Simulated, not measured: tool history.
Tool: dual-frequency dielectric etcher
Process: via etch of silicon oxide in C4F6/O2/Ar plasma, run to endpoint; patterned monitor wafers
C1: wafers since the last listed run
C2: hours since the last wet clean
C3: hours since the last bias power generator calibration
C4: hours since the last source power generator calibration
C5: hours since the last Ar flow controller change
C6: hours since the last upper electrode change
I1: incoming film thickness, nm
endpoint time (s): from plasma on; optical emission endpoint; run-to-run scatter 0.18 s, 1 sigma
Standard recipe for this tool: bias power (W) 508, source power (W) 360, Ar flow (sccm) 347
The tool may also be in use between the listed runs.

{"run": 1, "day": 0.0, "bias power (W)": 535, "source power (W)": 360, "Ar flow (sccm)": 347, "C1": 0, "C2": 539.3, "C3": 1607.6, "C4": 2157.2, "C5": 2031.5, "C6": 4079.9, "I1": 119.7, "endpoint time (s)": 25.5}
{"run": 2, "day": 0.617, "bias power (W)": 508, "source power (W)": 390, "Ar flow (sccm)": 347, "C1": 229, "C2": 554.1, "C3": 1622.4, "C4": 2172.0, "C5": 2046.3, "C6": 4094.7, "I1": 121.3, "endpoint time (s)": 24.9}
{"day": 1.925, "done": "wet clean of the chamber"}
{"run": 3, "day": 1.946, "bias power (W)": 508, "source power (W)": 390, "Ar flow (sccm)": 347, "C1": 122, "C2": 0.5, "C3": 1654.3, "C4": 2203.9, "C5": 2078.2, "C6": 4126.6, "I1": 121.0, "endpoint time (s)": 24.1}
{"run": 4, "day": 1.958, "bias power (W)": 559, "source power (W)": 330, "Ar flow (sccm)": 347, "C1": 4, "C2": 0.8, "C3": 1654.6, "C4": 2204.2, "C5": 2078.5, "C6": 4126.9, "I1": 121.0, "endpoint time (s)": 26.0}
{"run": 5, "day": 2.138, "bias power (W)": 559, "source power (W)": 330, "Ar flow (sccm)": 347, "C1": 66, "C2": 5.1, "C3": 1658.9, "C4": 2208.5, "C5": 2082.8, "C6": 4131.2, "I1": 120.6, "endpoint time (s)": 26.0}
{"day": 2.396, "done": "Ar flow controller replaced"}
{"run": 6, "day": 2.5, "bias power (W)": 580, "source power (W)": 360, "Ar flow (sccm)": 347, "C1": 41, "C2": 13.8, "C3": 1667.6, "C4": 2217.2, "C5": 2.5, "C6": 4139.9, "I1": 121.0, "endpoint time (s)": 24.4}
{"run": 7, "day": 2.888, "bias power (W)": 580, "source power (W)": 360, "Ar flow (sccm)": 347, "C1": 144, "C2": 23.1, "C3": 1676.9, "C4": 2226.5, "C5": 11.8, "C6": 4149.2, "I1": 120.7, "endpoint time (s)": 24.4}
{"day": 4.371, "done": "upper electrode replaced"}
{"run": 8, "day": 4.392, "bias power (W)": 580, "source power (W)": 360, "Ar flow (sccm)": 347, "C1": 187, "C2": 59.2, "C3": 1713.0, "C4": 2262.6, "C5": 47.9, "C6": 0.5, "I1": 121.0, "endpoint time (s)": 24.7}
{"run": 9, "day": 4.404, "bias power (W)": 508, "source power (W)": 360, "Ar flow (sccm)": 347, "C1": 4, "C2": 59.5, "C3": 1713.3, "C4": 2262.9, "C5": 48.2, "C6": 0.8, "I1": 120.8, "endpoint time (s)": 25.0}
{"run": 10, "day": 4.421, "bias power (W)": 508, "source power (W)": 360, "Ar flow (sccm)": 347, "C1": 6, "C2": 59.9, "C3": 1713.7, "C4": 2263.3, "C5": 48.6, "C6": 1.2, "I1": 120.2, "endpoint time (s)": 24.7}
{"run": 11, "day": 4.792, "bias power (W)": 508, "source power (W)": 360, "Ar flow (sccm)": 310, "C1": 137, "C2": 68.8, "C3": 1722.6, "C4": 2272.2, "C5": 57.5, "C6": 10.1, "I1": 119.9, "endpoint time (s)": 24.3}
{"day": 5.354, "done": "source power generator calibrated"}
{"run": 12, "day": 5.375, "bias power (W)": 508, "source power (W)": 320, "Ar flow (sccm)": 347, "C1": 154, "C2": 82.8, "C3": 1736.6, "C4": 0.5, "C5": 71.5, "C6": 24.1, "I1": 120.9, "endpoint time (s)": 26.7}
{"day": 7.033, "done": "wet clean of the chamber, repeated, since the last time left the tool worse"}
{"run": 13, "day": 7.054, "bias power (W)": 508, "source power (W)": 360, "Ar flow (sccm)": 324, "C1": 252, "C2": 0.5, "C3": 1776.9, "C4": 40.8, "C5": 111.8, "C6": 64.4, "I1": 120.7, "endpoint time (s)": 26.6}
{"run": 14, "day": 7.067, "bias power (W)": 508, "source power (W)": 390, "Ar flow (sccm)": 407, "C1": 4, "C2": 0.8, "C3": 1777.2, "C4": 41.1, "C5": 112.1, "C6": 64.7, "I1": 119.9, "endpoint time (s)": 25.7}
{"run": 15, "day": 7.317, "bias power (W)": 508, "source power (W)": 360, "Ar flow (sccm)": 347, "C1": 92, "C2": 6.8, "C3": 1783.2, "C4": 47.1, "C5": 118.1, "C6": 70.7, "I1": 121.1, "endpoint time (s)": 26.3}
{"day": 7.667, "done": "bias power generator calibrated"}
{"run": 16, "day": 7.858, "bias power (W)": 457, "source power (W)": 320, "Ar flow (sccm)": 405, "C1": 139, "C2": 19.8, "C3": 4.6, "C4": 60.1, "C5": 131.1, "C6": 83.7, "I1": 120.5, "endpoint time (s)": 29.3}
{"run": 17, "day": 8.162, "bias power (W)": 605, "source power (W)": 330, "Ar flow (sccm)": 289, "C1": 113, "C2": 27.1, "C3": 11.9, "C4": 67.4, "C5": 138.4, "C6": 91.0, "I1": 120.2, "endpoint time (s)": 25.9}
{"run": 18, "day": 8.508, "bias power (W)": 548, "source power (W)": 430, "Ar flow (sccm)": 301, "C1": 128, "C2": 35.4, "C3": 20.2, "C4": 75.7, "C5": 146.7, "C6": 99.3, "I1": 121.0, "endpoint time (s)": 23.5}
{"run": 19, "day": 9.104, "bias power (W)": 508, "source power (W)": 360, "Ar flow (sccm)": 347, "C1": 221, "C2": 49.7, "C3": 34.5, "C4": 90.0, "C5": 161.0, "C6": 113.6, "I1": 120.3, "endpoint time (s)": 26.4}
{"run": 20, "day": 9.679, "bias power (W)": 606, "source power (W)": 270, "Ar flow (sccm)": 266, "C1": 213, "C2": 63.5, "C3": 48.3, "C4": 103.8, "C5": 174.8, "C6": 127.4, "I1": 119.7, "endpoint time (s)": 29.2}
{"run": 21, "day": 10.383, "bias power (W)": 508, "source power (W)": 340, "Ar flow (sccm)": 347, "C1": 261, "C2": 80.4, "C3": 65.2, "C4": 120.7, "C5": 191.7, "C6": 144.3, "I1": 119.1, "endpoint time (s)": 26.7}
{"run": 22, "day": 10.804, "bias power (W)": 580, "source power (W)": 360, "Ar flow (sccm)": 347, "C1": 156, "C2": 90.5, "C3": 75.3, "C4": 130.8, "C5": 201.8, "C6": 154.4, "I1": 121.5, "endpoint time (s)": 26.1}
{"run": 23, "day": 12.238, "bias power (W)": 508, "source power (W)": 360, "Ar flow (sccm)": 347, "C1": 533, "C2": 124.9, "C3": 109.7, "C4": 165.2, "C5": 236.2, "C6": 188.8, "I1": 120.3, "endpoint time (s)": 26.1}
{"run": 24, "day": 12.533, "bias power (W)": 508, "source power (W)": 360, "Ar flow (sccm)": 429, "C1": 110, "C2": 132.0, "C3": 116.8, "C4": 172.3, "C5": 243.3, "C6": 195.9, "I1": 121.0, "endpoint time (s)": 26.8}
{"run": 25, "day": 12.829, "bias power (W)": 581, "source power (W)": 300, "Ar flow (sccm)": 281, "C1": 110, "C2": 139.1, "C3": 123.9, "C4": 179.4, "C5": 250.4, "C6": 203.0, "I1": 121.9, "endpoint time (s)": 28.2}
{"run": 26, "day": 13.312, "bias power (W)": 508, "source power (W)": 360, "Ar flow (sccm)": 347, "C1": 179, "C2": 150.7, "C3": 135.5, "C4": 191.0, "C5": 262.0, "C6": 214.6, "I1": 120.9, "endpoint time (s)": 26.4}
{"run": 27, "day": 13.754, "bias power (W)": 508, "source power (W)": 420, "Ar flow (sccm)": 404, "C1": 164, "C2": 161.3, "C3": 146.1, "C4": 201.6, "C5": 272.6, "C6": 225.2, "I1": 120.7, "endpoint time (s)": 24.9}
{"run": 28, "day": 14.779, "bias power (W)": 574, "source power (W)": 360, "Ar flow (sccm)": 379, "C1": 381, "C2": 185.9, "C3": 170.7, "C4": 226.2, "C5": 297.2, "C6": 249.8, "I1": 119.5, "endpoint time (s)": 25.9}

Run-by-run hidden state of the tool:
bias power that arrives over what is set, %: 0 in every run
source power that arrives over what is set, %: 0 in every run
Ar flow that arrives over what is set, %: 0 in every run
H1: etch rate over this chamber's usual, %
run=1 H1=2.51
run=2 H1=2.6
run=3 H1=6.22
run=4 H1=6.22
run=5 H1=6.25
run=6 H1=6.3
run=7 H1=6.35
run=8 H1=6.55
run=9 H1=6.55
run=10 H1=6.55
run=11 H1=6.6
run=12 H1=6.68
run=13 H1=0.448
run=14 H1=0.45
run=15 H1=0.483
run=16 H1=0.555
run=17 H1=0.596
run=18 H1=0.642
run=19 H1=0.721
run=20 H1=0.797
run=21 H1=0.891
run=22 H1=0.947
run=23 H1=1.14
run=24 H1=1.18
run=25 H1=1.22
run=26 H1=1.28
run=27 H1=1.34
run=28 H1=1.47
